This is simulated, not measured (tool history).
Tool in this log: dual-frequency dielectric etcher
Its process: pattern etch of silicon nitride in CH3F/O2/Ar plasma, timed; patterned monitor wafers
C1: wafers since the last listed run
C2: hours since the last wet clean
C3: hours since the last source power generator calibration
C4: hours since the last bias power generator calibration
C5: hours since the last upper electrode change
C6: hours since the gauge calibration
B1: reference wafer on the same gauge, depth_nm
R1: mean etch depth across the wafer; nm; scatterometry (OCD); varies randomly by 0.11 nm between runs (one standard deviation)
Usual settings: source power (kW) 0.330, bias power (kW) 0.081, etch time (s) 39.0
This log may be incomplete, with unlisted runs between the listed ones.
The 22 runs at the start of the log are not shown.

-- hour=1218.0 wet clean of the chamber
run 23 hour=1218.5 | source_power_(kW)=0.400 bias_power_(kW)=0.064 etch_time_(s)=29.0 | C1=601 C2=0.5 C3=1307.4 C4=1046.3 C5=482.4 C6=371.5 | B1=27.64 | R1=18.17
run 24 hour=1247.7 | source_power_(kW)=0.330 bias_power_(kW)=0.074 etch_time_(s)=39.0 | C1=469 C2=29.7 C3=1336.6 C4=1075.5 C5=511.6 C6=400.7 | B1=27.58 | R1=25.63
run 25 hour=1293.3 | source_power_(kW)=0.390 bias_power_(kW)=0.070 etch_time_(s)=39.0 | C1=733 C2=75.3 C3=1382.2 C4=1121.1 C5=557.2 C6=446.3 | B1=27.59 | R1=25.69
run 26 hour=1351.0 | source_power_(kW)=0.270 bias_power_(kW)=0.091 etch_time_(s)=39.0 | C1=928 C2=133.0 C3=1439.9 C4=1178.8 C5=614.9 C6=504.0 | B1=27.60 | R1=27.79
run 27 hour=1376.1 | source_power_(kW)=0.270 bias_power_(kW)=0.075 etch_time_(s)=39.0 | C1=403 C2=158.1 C3=1465.0 C4=1203.9 C5=640.0 C6=529.1 | B1=27.57 | R1=24.76
run 28 hour=1408.8 | source_power_(kW)=0.330 bias_power_(kW)=0.081 etch_time_(s)=39.0 | C1=526 C2=190.8 C3=1497.7 C4=1236.6 C5=672.7 C6=561.8 | B1=27.57 | R1=26.48
run 29 hour=1443.7 | source_power_(kW)=0.390 bias_power_(kW)=0.073 etch_time_(s)=43.5 | C1=561 C2=225.7 C3=1532.6 C4=1271.5 C5=707.6 C6=596.7 | B1=27.60 | R1=28.67
run 30 hour=1485.3 | source_power_(kW)=0.330 bias_power_(kW)=0.081 etch_time_(s)=39.0 | C1=669 C2=267.3 C3=1574.2 C4=1313.1 C5=749.2 C6=638.3 | B1=27.59 | R1=26.58

Branching from run 30: 4 alternative next runs. What would each branch give?
run A hour=1485.7 | source_power_(kW)=0.330 bias_power_(kW)=0.081 etch_time_(s)=39.0 | C1=6 C2=267.7 C3=1574.6 C4=1313.5 C5=749.6 C6=638.7 | B1=? | R1=?
run B hour=1485.7 | source_power_(kW)=0.360 bias_power_(kW)=0.072 etch_time_(s)=39.0 | C1=6 C2=267.7 C3=1574.6 C4=1313.5 C5=749.6 C6=638.7 | B1=? | R1=?
run C hour=1485.7 | source_power_(kW)=0.390 bias_power_(kW)=0.081 etch_time_(s)=45.0 | C1=6 C2=267.7 C3=1574.6 C4=1313.5 C5=749.6 C6=638.7 | B1=? | R1=?
run D hour=1485.7 | source_power_(kW)=0.410 bias_power_(kW)=0.081 etch_time_(s)=39.0 | C1=6 C2=267.7 C3=1574.6 C4=1313.5 C5=749.6 C6=638.7 | B1=? | R1=?

run=A B1=27.54 R1=26.39
run=B B1=27.54 R1=25.10
run=C B1=27.54 R1=31.27
run=D B1=27.54 R1=27.33
The same runs, with their run-to-run variation unchanged, on a tool lacking any hidden condition would have given:
run=A R1=27.00
run=B R1=25.68
run=C R1=31.99
run=D R1=27.96
